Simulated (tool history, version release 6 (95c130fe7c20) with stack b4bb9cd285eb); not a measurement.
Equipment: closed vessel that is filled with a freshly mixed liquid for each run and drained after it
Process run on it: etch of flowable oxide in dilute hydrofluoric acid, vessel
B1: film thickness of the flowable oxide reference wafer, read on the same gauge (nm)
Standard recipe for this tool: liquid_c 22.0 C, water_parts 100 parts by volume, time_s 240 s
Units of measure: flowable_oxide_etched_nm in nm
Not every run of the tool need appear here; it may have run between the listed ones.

{"run": 1, "day": 0.0, "liquid_c": 22.0, "water_parts": 100, "time_s": 240, "B1": 110.01, "flowable_oxide_etched_nm": 45.03}
{"run": 2, "day": 0.521, "liquid_c": 22.0, "water_parts": 120, "time_s": 240, "B1": 110.03, "flowable_oxide_etched_nm": 36.91}
{"run": 3, "day": 0.967, "liquid_c": 22.0, "water_parts": 120, "time_s": 240, "B1": 110.02, "flowable_oxide_etched_nm": 36.9}
{"run": 4, "day": 1.675, "liquid_c": 22.0, "water_parts": 120, "time_s": 240, "B1": 110.0, "flowable_oxide_etched_nm": 36.69}
{"run": 5, "day": 2.042, "liquid_c": 22.0, "water_parts": 135, "time_s": 275, "B1": 110.04, "flowable_oxide_etched_nm": 36.71}
{"run": 6, "day": 2.729, "liquid_c": 22.0, "water_parts": 135, "time_s": 275, "B1": 109.99, "flowable_oxide_etched_nm": 36.63}
{"run": 7, "day": 3.15, "liquid_c": 22.0, "water_parts": 135, "time_s": 275, "B1": 110.02, "flowable_oxide_etched_nm": 36.74}
{"run": 8, "day": 3.404, "liquid_c": 22.0, "water_parts": 100, "time_s": 240, "B1": 110.01, "flowable_oxide_etched_nm": 45.35}
{"run": 9, "day": 3.879, "liquid_c": 22.0, "water_parts": 100, "time_s": 240, "B1": 110.0, "flowable_oxide_etched_nm": 45.15}
{"run": 10, "day": 4.308, "liquid_c": 22.0, "water_parts": 100, "time_s": 240, "B1": 110.01, "flowable_oxide_etched_nm": 45.09}
{"run": 11, "day": 4.621, "liquid_c": 22.0, "water_parts": 100, "time_s": 285, "B1": 110.02, "flowable_oxide_etched_nm": 53.52}
{"run": 12, "day": 5.192, "liquid_c": 22.0, "water_parts": 100, "time_s": 240, "B1": 110.0, "flowable_oxide_etched_nm": 45.07}
{"day": 5.388, "done": "gauge calibrated"}
{"run": 13, "day": 5.588, "liquid_c": 22.0, "water_parts": 75, "time_s": 355, "B1": 110.0, "flowable_oxide_etched_nm": 91.75}
{"run": 14, "day": 6.317, "liquid_c": 22.0, "water_parts": 75, "time_s": 355, "B1": 109.99, "flowable_oxide_etched_nm": 92.09}
{"run": 15, "day": 7.038, "liquid_c": 18.5, "water_parts": 100, "time_s": 240, "B1": 110.01, "flowable_oxide_etched_nm": 39.51}
{"run": 16, "day": 7.554, "liquid_c": 24.0, "water_parts": 100, "time_s": 240, "B1": 110.06, "flowable_oxide_etched_nm": 48.93}
{"run": 17, "day": 8.112, "liquid_c": 26.5, "water_parts": 125, "time_s": 190, "B1": 110.02, "flowable_oxide_etched_nm": 32.54}
{"day": 8.721, "done": "thermometer replaced"}
{"run": 18, "day": 8.742, "liquid_c": 26.5, "water_parts": 150, "time_s": 240, "B1": 110.0, "flowable_oxide_etched_nm": 30.23}
{"run": 19, "day": 9.312, "liquid_c": 25.0, "water_parts": 100, "time_s": 240, "B1": 109.98, "flowable_oxide_etched_nm": 46.0}
{"run": 20, "day": 9.996, "liquid_c": 20.0, "water_parts": 100, "time_s": 175, "B1": 110.04, "flowable_oxide_etched_nm": 27.32}
{"run": 21, "day": 10.283, "liquid_c": 22.0, "water_parts": 100, "time_s": 145, "B1": 110.02, "flowable_oxide_etched_nm": 24.65}
{"run": 22, "day": 11.025, "liquid_c": 22.0, "water_parts": 100, "time_s": 240, "B1": 110.02, "flowable_oxide_etched_nm": 40.94}
{"run": 23, "day": 11.304, "liquid_c": 22.0, "water_parts": 100, "time_s": 240, "B1": 110.0, "flowable_oxide_etched_nm": 40.93}
{"day": 12.0, "done": "hydrofluoric acid flow meter replaced"}
{"run": 24, "day": 12.021, "liquid_c": 26.0, "water_parts": 100, "time_s": 240, "B1": 110.03, "flowable_oxide_etched_nm": 56.06}
{"run": 25, "day": 12.629, "liquid_c": 20.0, "water_parts": 60, "time_s": 240, "B1": 110.02, "flowable_oxide_etched_nm": 76.38}
{"run": 26, "day": 13.333, "liquid_c": 22.0, "water_parts": 100, "time_s": 240, "B1": 109.94, "flowable_oxide_etched_nm": 47.53}
{"run": 27, "day": 14.042, "liquid_c": 22.0, "water_parts": 60, "time_s": 240, "B1": 109.98, "flowable_oxide_etched_nm": 82.98}
{"run": 28, "day": 14.358, "liquid_c": 22.0, "water_parts": 75, "time_s": 355, "B1": 109.98, "flowable_oxide_etched_nm": 97.08}
{"run": 29, "day": 14.738, "liquid_c": 22.0, "water_parts": 50, "time_s": 240, "B1": 109.98, "flowable_oxide_etched_nm": 102.27}
{"run": 30, "day": 15.288, "liquid_c": 22.0, "water_parts": 150, "time_s": 240, "B1": 109.99, "flowable_oxide_etched_nm": 30.16}
{"run": 31, "day": 15.75, "liquid_c": 22.0, "water_parts": 100, "time_s": 240, "B1": 109.97, "flowable_oxide_etched_nm": 47.59}
{"run": 32, "day": 16.45, "liquid_c": 22.0, "water_parts": 135, "time_s": 240, "B1": 110.02, "flowable_oxide_etched_nm": 33.62}
{"run": 33, "day": 17.308, "liquid_c": 22.0, "water_parts": 100, "time_s": 240, "B1": 110.03, "flowable_oxide_etched_nm": 47.65}
{"day": 17.675, "done": "gauge calibrated"}
{"run": 34, "day": 18.904, "liquid_c": 17.5, "water_parts": 55, "time_s": 355, "B1": 109.99, "flowable_oxide_etched_nm": 111.71}

What was the tool's hidden state at every run in the log?
gauge reads high (%): 0, the same for each run
H1: liquid hotter than its thermometer reads (K)
H2: hydrofluoric acid flow below the setpoint (%)
run=1 H1=2.42 H2=11.9
run=2 H1=2.43 H2=11.9
run=3 H1=2.44 H2=12
run=4 H1=2.47 H2=12.1
run=5 H1=2.48 H2=12.1
run=6 H1=2.5 H2=12.2
run=7 H1=2.51 H2=12.3
run=8 H1=2.52 H2=12.3
run=9 H1=2.53 H2=12.4
run=10 H1=2.55 H2=12.4
run=11 H1=2.55 H2=12.5
run=12 H1=2.57 H2=12.5
run=13 H1=2.58 H2=12.6
run=14 H1=2.61 H2=12.7
run=15 H1=2.63 H2=12.8
run=16 H1=2.64 H2=12.8
run=17 H1=2.66 H2=12.9
run=18 H1=0.196 H2=13
run=19 H1=0.213 H2=13.1
run=20 H1=0.234 H2=13.2
run=21 H1=0.243 H2=13.2
run=22 H1=0.265 H2=13.3
run=23 H1=0.273 H2=13.3
run=24 H1=0.295 H2=0.371
run=25 H1=0.314 H2=0.45
run=26 H1=0.335 H2=0.54
run=27 H1=0.356 H2=0.631
run=28 H1=0.366 H2=0.672
run=29 H1=0.377 H2=0.72
run=30 H1=0.394 H2=0.791
run=31 H1=0.408 H2=0.851
run=32 H1=0.429 H2=0.941
run=33 H1=0.455 H2=1.05
run=34 H1=0.503 H2=1.26
